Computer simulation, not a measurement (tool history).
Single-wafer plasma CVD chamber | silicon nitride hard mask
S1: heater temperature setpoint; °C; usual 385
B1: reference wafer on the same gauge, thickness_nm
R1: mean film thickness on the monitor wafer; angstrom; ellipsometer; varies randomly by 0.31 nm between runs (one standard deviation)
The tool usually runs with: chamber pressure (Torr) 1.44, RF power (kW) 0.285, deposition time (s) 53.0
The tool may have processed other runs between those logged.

{"run": 1, "day": 0.0, "S1": 385, "chamber pressure (Torr)": 1.44, "RF power (kW)": 0.285, "deposition time (s)": 53.0, "B1": 57.944, "R1": 606.21}
{"day": 1.783, "done": "gauge calibrated"}
{"run": 2, "day": 2.758, "S1": 385, "chamber pressure (Torr)": 1.44, "RF power (kW)": 0.285, "deposition time (s)": 53.0, "B1": 57.935, "R1": 599.67}
{"run": 3, "day": 5.642, "S1": 385, "chamber pressure (Torr)": 1.44, "RF power (kW)": 0.285, "deposition time (s)": 53.0, "B1": 57.889, "R1": 592.54}
{"run": 4, "day": 8.233, "S1": 385, "chamber pressure (Torr)": 1.44, "RF power (kW)": 0.285, "deposition time (s)": 53.0, "B1": 57.969, "R1": 597.44}
{"run": 5, "day": 11.129, "S1": 385, "chamber pressure (Torr)": 1.44, "RF power (kW)": 0.285, "deposition time (s)": 53.0, "B1": 57.949, "R1": 598.13}
{"run": 6, "day": 12.242, "S1": 385, "chamber pressure (Torr)": 1.44, "RF power (kW)": 0.285, "deposition time (s)": 53.0, "B1": 57.95, "R1": 594.35}
{"run": 7, "day": 14.5, "S1": 385, "chamber pressure (Torr)": 1.44, "RF power (kW)": 0.315, "deposition time (s)": 53.0, "B1": 57.938, "R1": 626.0}
{"day": 16.858, "done": "showerhead replaced"}
{"run": 8, "day": 16.904, "S1": 385, "chamber pressure (Torr)": 1.44, "RF power (kW)": 0.23, "deposition time (s)": 53.0, "B1": 57.969, "R1": 531.18}
{"run": 9, "day": 18.517, "S1": 385, "chamber pressure (Torr)": 1.54, "RF power (kW)": 0.285, "deposition time (s)": 53.0, "B1": 57.805, "R1": 602.37}
{"run": 10, "day": 19.954, "S1": 385, "chamber pressure (Torr)": 1.19, "RF power (kW)": 0.31, "deposition time (s)": 43.2, "B1": 57.999, "R1": 489.87}
{"run": 11, "day": 21.233, "S1": 385, "chamber pressure (Torr)": 1.44, "RF power (kW)": 0.285, "deposition time (s)": 61.0, "B1": 57.879, "R1": 678.25}
{"run": 12, "day": 22.538, "S1": 385, "chamber pressure (Torr)": 1.44, "RF power (kW)": 0.315, "deposition time (s)": 53.0, "B1": 57.877, "R1": 628.3}
{"run": 13, "day": 24.638, "S1": 372, "chamber pressure (Torr)": 1.44, "RF power (kW)": 0.285, "deposition time (s)": 53.0, "B1": 58.003, "R1": 598.63}
{"run": 14, "day": 25.754, "S1": 385, "chamber pressure (Torr)": 1.44, "RF power (kW)": 0.285, "deposition time (s)": 53.0, "B1": 57.904, "R1": 595.14}
{"run": 15, "day": 28.467, "S1": 385, "chamber pressure (Torr)": 1.09, "RF power (kW)": 0.235, "deposition time (s)": 42.5, "B1": 57.936, "R1": 415.67}

Expected results for the next run?
{"run": 16, "day": 30.267, "S1": 385, "chamber pressure (Torr)": 1.44, "RF power (kW)": 0.285, "deposition time (s)": 53.0, "B1": "?", "R1": "?"}

{"run 16": {"B1": 57.882, "R1": 590.61}}
If the tool had no hidden condition, the same run with the same run-to-run variation would have returned R1 604.77 angstrom.
